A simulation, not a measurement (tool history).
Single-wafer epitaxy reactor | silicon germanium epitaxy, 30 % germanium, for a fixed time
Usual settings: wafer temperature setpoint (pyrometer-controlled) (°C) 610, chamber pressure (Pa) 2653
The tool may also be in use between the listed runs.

run,hour,wafer temperature setpoint (pyrometer-controlled) (°C),chamber pressure (Pa),wafers since the last listed run,hours since the last pyrometer calibration,hours since the last manometer calibration,hours since the showerhead was replaced,hours since the gauge calibration,"read-back reference wafer on the same gauge, thickness_nm",mean film thickness on the monitor wafer (angstrom)
1,0,610,2853,0,2588.8,1578.4,4857.8,180.5,85.975,650.22
2,16.5,610,2853,352,2605.3,1594.9,4874.3,197,85.975,649.27
3,26,610,2520,203,2614.8,1604.4,4883.8,206.5,86.026,628.27
4,32.7,610,2653,143,2621.5,1611.1,4890.5,213.2,86.023,636.91
5,40.7,610,2653,171,2629.5,1619.1,4898.5,221.2,86.011,635.04
6,52.6,610,2906,254,2641.4,1631,4910.4,233.1,85.975,651.08
7,70,610,2426,372,2658.8,1648.4,4927.8,250.5,85.966,619.75
8,80.1,610,2426,215,2668.9,1658.5,4937.9,260.6,86.061,621.14
9,94.7,622,2973,312,2683.5,1673.1,4952.5,275.2,86.064,813.3
# hour 117.4: pyrometer calibrated
10,117.9,622,2973,325,0.5,1696.3,4975.7,298.4,86.017,923.42
11,123.7,610,2653,124,6.3,1702.1,4981.5,304.2,86.016,722.22
# hour 131.7: gauge calibrated
12,133.7,606,2653,213,16.3,1712.1,4991.5,2,86.02,670.96
13,146.7,604,2653,277,29.3,1725.1,5004.5,15,85.979,646.56
14,156.7,610,2653,213,39.3,1735.1,5014.5,25,86.02,723.31
# hour 168: showerhead replaced
15,171,610,3320,134,53.6,1749.4,3,39.3,86.017,764.92
16,184.5,610,2653,288,67.1,1762.9,16.5,52.8,85.996,723.16
17,193.5,610,2466,192,76.1,1771.9,25.5,61.8,85.98,709.33
18,203.1,614,2653,205,85.7,1781.5,35.1,71.4,86.025,777.06
19,214.2,610,3133,237,96.8,1792.6,46.2,82.5,86.021,756.02
# hour 229.7: capacitance manometer re-zeroed and calibrated
20,230.2,610,2653,171,112.8,0.5,62.2,98.5,85.973,722.56
21,237.1,619,2946,147,119.7,7.4,69.1,105.4,86.002,874.88
22,243.2,624,2906,130,125.8,13.5,75.2,111.5,85.979,952.53
23,259.7,610,2653,352,142.3,30,91.7,128,85.969,722.47
24,271.4,619,3093,250,154,41.7,103.4,139.7,85.969,886.71
25,285,619,2093,290,167.6,55.3,117,153.3,85.977,803.67
26,293.8,610,2293,188,176.4,64.1,125.8,162.1,86.036,697.58

Forecast each of these 5 alternatives for the next run:
A,294.2,610,2653,8,176.8,64.5,126.2,162.5,?,?
B,294.2,617,3280,8,176.8,64.5,126.2,162.5,?,?
C,294.2,595,2293,8,176.8,64.5,126.2,162.5,?,?
D,294.2,601,2386,8,176.8,64.5,126.2,162.5,?,?
E,294.2,601,3200,8,176.8,64.5,126.2,162.5,?,?

run,"read-back reference wafer on the same gauge, thickness_nm",mean film thickness on the monitor wafer (angstrom)
A,86.027,723.36
B,86.027,869.01
C,86.027,527.26
D,86.027,596.21
E,86.027,643.16
Without the tool's hidden state the same runs would have given:
run,mean film thickness on the monitor wafer (angstrom)
A,729.47
B,876.23
C,531.87
D,601.35
E,648.7
